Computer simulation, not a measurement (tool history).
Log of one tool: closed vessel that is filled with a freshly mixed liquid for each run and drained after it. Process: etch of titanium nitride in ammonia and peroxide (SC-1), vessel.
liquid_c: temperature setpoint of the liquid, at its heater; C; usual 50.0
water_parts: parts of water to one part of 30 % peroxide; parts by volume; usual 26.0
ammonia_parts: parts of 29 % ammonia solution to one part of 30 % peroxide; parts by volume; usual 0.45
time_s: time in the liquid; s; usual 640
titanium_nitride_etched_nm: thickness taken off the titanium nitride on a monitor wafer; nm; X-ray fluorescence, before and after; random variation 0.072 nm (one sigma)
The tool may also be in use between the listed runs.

run,day,liquid_c,water_parts,ammonia_parts,time_s,wafers since the last listed run,hours since the thermometer was replaced,hours since the ammonia flow meter was replaced,hours since the drum of ammonia solution was connected,hours since the gauge calibration,"read-back film thickness of the titanium nitride reference wafer, read on the same gauge (nm)",titanium_nitride_etched_nm
1,0.000,50.0,26.0,0.45,640,0,1688.0,6.0,989.5,485.7,39.99,19.00
2,0.288,50.0,26.0,0.40,640,509,1694.9,12.9,996.4,492.6,40.03,18.68
3,0.771,50.0,26.0,0.45,640,856,1706.5,24.5,1008.0,504.2,40.05,19.00
# day 1.083: new drum of ammonia solution connected
4,1.483,50.0,26.0,0.45,640,1189,1723.6,41.6,9.6,521.3,39.98,18.91
5,2.092,50.0,26.0,0.45,640,1078,1738.2,56.2,24.2,535.9,40.01,18.93
6,2.412,50.0,26.0,0.45,640,568,1745.9,63.9,31.9,543.6,39.96,18.99
7,2.983,41.0,26.0,0.45,640,1012,1759.6,77.6,45.6,557.3,39.98,9.91
8,3.654,50.0,26.0,0.45,640,1189,1775.7,93.7,61.7,573.4,40.02,18.83
# day 4.100: thermometer replaced
9,4.183,50.0,26.0,0.45,765,864,2.0,106.4,74.4,586.1,39.94,20.35
10,4.929,50.0,26.0,0.45,640,1322,19.9,124.3,92.3,604.0,40.00,16.95
# day 5.504: gauge calibrated
11,5.504,50.0,26.0,0.45,640,1019,33.7,138.1,106.1,0.0,40.01,17.03
12,6.054,50.0,26.0,0.45,640,975,46.9,151.3,119.3,13.2,40.02,16.99
13,6.567,50.0,26.0,0.35,640,908,59.2,163.6,131.6,25.5,40.01,16.30
14,7.004,44.0,30.5,0.60,980,775,69.7,174.1,142.1,36.0,39.99,16.25
15,7.258,50.0,15.0,0.65,640,450,75.8,180.2,148.2,42.1,40.01,24.72
# day 7.825: thermometer replaced, repeated, since the last time left the tool worse
16,7.962,59.0,18.5,0.45,925,1174,3.3,197.1,165.1,59.0,39.99,68.22
17,8.467,50.0,26.0,0.40,640,893,15.4,209.2,177.2,71.1,40.01,20.58
18,9.183,43.0,29.5,0.45,985,1270,32.6,226.4,194.4,88.3,40.02,18.22
19,9.658,50.0,26.0,0.45,640,842,44.0,237.8,205.8,99.7,40.01,20.96
20,10.200,50.0,38.5,0.25,640,960,57.0,250.8,218.8,112.7,40.02,15.04
21,10.912,50.0,26.0,0.45,640,1263,74.1,267.9,235.9,129.8,39.97,21.07
22,11.525,50.0,26.0,0.45,640,1085,88.8,282.6,250.6,144.5,40.02,20.93
23,12.167,50.0,26.0,0.45,980,1137,104.2,298.0,266.0,159.9,39.96,32.03
24,12.446,50.0,14.0,0.40,295,494,110.9,304.7,272.7,166.6,39.97,13.42
25,12.850,50.0,26.0,0.45,485,716,120.6,314.4,282.4,176.3,40.02,15.89
26,14.617,41.5,26.0,0.25,640,3132,163.0,356.8,324.8,218.7,40.01,10.10
27,15.604,50.0,26.0,0.45,640,1750,186.7,380.5,348.5,242.4,39.98,20.90
28,16.129,45.0,18.5,0.35,640,930,199.3,393.1,361.1,255.0,40.03,17.01

Hidden state at the last listed run before each entry between runs and at the first one after, where it differs:
Between runs 3 and 4: new drum of ammonia solution connected (day 1.083)
  liquid colder than its thermometer reads (K): 1.64 -> 1.66
  measured less the result without the state, titanium_nitride_etched_nm: -2.31 -> -2.33 nm
Between runs 8 and 9: thermometer replaced (day 4.100)
  liquid colder than its thermometer reads (K): 1.71 -> 3.17
  measured less the result without the state, titanium_nitride_etched_nm: -2.40 -> -5.08 nm
Between runs 10 and 11: gauge calibrated (day 5.504)
  liquid colder than its thermometer reads (K): 3.19 -> 3.2
  measured less the result without the state, titanium_nitride_etched_nm: -4.27 -> -4.30 nm
Between runs 15 and 16: thermometer replaced, repeated, since the last time left the tool worse (day 7.825)
  liquid colder than its thermometer reads (K): 3.24 -> 0.16
  measured less the result without the state, titanium_nitride_etched_nm: -6.33 -> -0.73 nm
